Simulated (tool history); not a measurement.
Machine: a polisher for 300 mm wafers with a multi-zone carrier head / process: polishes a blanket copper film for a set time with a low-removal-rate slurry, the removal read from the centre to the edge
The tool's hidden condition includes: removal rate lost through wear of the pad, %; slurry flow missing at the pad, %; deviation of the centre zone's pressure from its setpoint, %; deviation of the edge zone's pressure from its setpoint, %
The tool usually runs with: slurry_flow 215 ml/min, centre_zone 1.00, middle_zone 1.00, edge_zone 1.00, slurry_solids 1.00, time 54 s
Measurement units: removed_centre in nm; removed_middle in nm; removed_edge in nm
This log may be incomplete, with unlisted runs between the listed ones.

run	hour	slurry_flow	centre_zone	middle_zone	edge_zone	slurry_solids	time	wafers since the last listed run	wafers polished on this pad	hours since the slurry nozzle was cleaned	hours since the centre zone pressure was calibrated	hours since the edge zone pressure was calibrated	hours since the carrier head's membrane was replaced	incoming thickness of the incoming film, nm	removed_centre	removed_middle	removed_edge
1	0.0	215	1.00	1.00	1.00	1.00	54	0	2570	375.5	969.0	860.7	1314.5	596.3	171.4	166.8	168.2
# hour 57.0: edge zone pressure recalibrated
2	77.5	215	1.00	1.00	1.00	1.00	54	882	3453	453.0	1046.5	20.5	1392.0	607.8	170.0	170.4	167.9
3	173.1	215	1.00	1.00	1.00	1.00	54	1117	4570	548.6	1142.1	116.1	1487.6	600.3	170.1	169.5	167.4
4	248.0	250	1.04	1.05	1.00	1.00	54	875	5445	623.5	1217.0	191.0	1562.5	601.6	176.7	176.6	172.4
# hour 282.5: worn pad replaced by a new one
5	348.8	215	0.91	1.09	1.00	1.00	47	1131	774	724.3	1317.8	291.8	1663.3	600.2	137.7	156.0	146.7
# hour 356.9: slurry nozzle cleaned
# hour 398.9: carrier head's membrane replaced by a new one
6	439.0	215	1.00	1.00	1.00	1.00	54	983	1758	82.1	1408.0	382.0	40.1	597.4	179.4	173.0	173.0
7	576.6	215	1.06	1.00	1.00	0.90	54	1607	3366	219.7	1545.6	519.6	177.7	603.7	176.7	161.3	166.2
# hour 611.0: centre zone pressure recalibrated
8	622.5	215	1.00	1.00	1.00	1.00	54	512	3879	265.6	11.5	565.5	223.6	593.6	170.7	168.8	170.5
9	677.6	155	1.00	1.07	1.00	1.00	54	643	4523	320.7	66.6	620.6	278.7	593.8	160.9	164.6	163.9
# hour 719.3: worn pad replaced by a new one
10	768.7	215	1.00	1.00	1.00	1.00	54	1017	577	411.8	157.7	711.7	369.8	594.3	170.2	168.0	169.6
11	874.2	275	1.00	1.00	1.00	1.00	54	1232	1810	517.3	263.2	817.2	475.3	601.1	173.5	173.4	174.6
# hour 889.9: edge zone pressure recalibrated
12	971.0	215	1.00	1.00	1.00	1.00	54	1107	2918	614.1	360.0	81.1	572.1	597.4	170.7	167.6	170.0
13	1038.9	215	1.00	0.96	1.00	1.00	54	793	3711	682.0	427.9	149.0	640.0	597.5	168.2	160.6	168.9
# hour 1071.7: slurry nozzle cleaned
14	1097.3	215	0.93	1.00	1.08	0.75	69	670	4382	25.6	486.3	207.4	698.4	595.7	200.7	203.6	212.0
# hour 1154.5: worn pad replaced by a new one
15	1165.5	215	0.94	1.00	1.00	1.00	54	750	128	93.8	554.5	275.6	766.6	600.3	169.5	172.1	174.8
16	1207.1	215	1.00	1.00	1.00	1.00	37	486	614	135.4	596.1	317.2	808.2	599.3	119.9	117.3	118.5
17	1248.5	215	1.00	0.88	1.00	1.10	54	483	1098	176.8	637.5	358.6	849.6	600.1	181.8	159.8	177.1
18	1341.8	170	1.00	1.00	1.00	1.00	54	1090	2188	270.1	730.8	451.9	942.9	586.9	163.9	161.8	165.9
19	1418.5	215	1.00	1.05	1.00	1.00	67	896	3084	346.8	807.5	528.6	1019.6	606.1	212.0	215.0	211.7
20	1570.4	180	1.00	0.89	1.00	1.00	38	1775	4859	498.7	959.4	680.5	1171.5	600.9	114.2	103.9	117.9

Below are 5 alternative next runs, each starting from the tool's condition after run 20. Predict each:
A	1570.8	215	1.00	1.04	1.00	1.00	54	4	4864	499.1	959.8	680.9	1171.9	592.4	?	?	?
B	1570.8	265	1.00	1.00	1.00	1.25	41	4	4864	499.1	959.8	680.9	1171.9	592.4	?	?	?
C	1570.8	215	1.00	1.08	1.00	1.00	70	4	4864	499.1	959.8	680.9	1171.9	592.4	?	?	?
D	1570.8	215	1.00	1.00	1.09	1.25	54	4	4864	499.1	959.8	680.9	1171.9	592.4	?	?	?
E	1570.8	155	0.92	1.00	1.00	1.00	35	4	4864	499.1	959.8	680.9	1171.9	592.4	?	?	?

run	removed_centre	removed_middle	removed_edge
A	168.8	171.0	169.2
B	141.8	138.4	140.4
C	218.9	228.9	219.2
D	180.0	176.4	187.7
E	95.3	100.8	105.1
Had the tool no hidden state, the same runs would have come out as:
run	removed_centre	removed_middle	removed_edge
A	180.8	181.8	177.0
B	150.1	145.7	145.9
C	234.4	243.3	229.3
D	192.7	187.5	196.3
E	104.3	109.2	111.2

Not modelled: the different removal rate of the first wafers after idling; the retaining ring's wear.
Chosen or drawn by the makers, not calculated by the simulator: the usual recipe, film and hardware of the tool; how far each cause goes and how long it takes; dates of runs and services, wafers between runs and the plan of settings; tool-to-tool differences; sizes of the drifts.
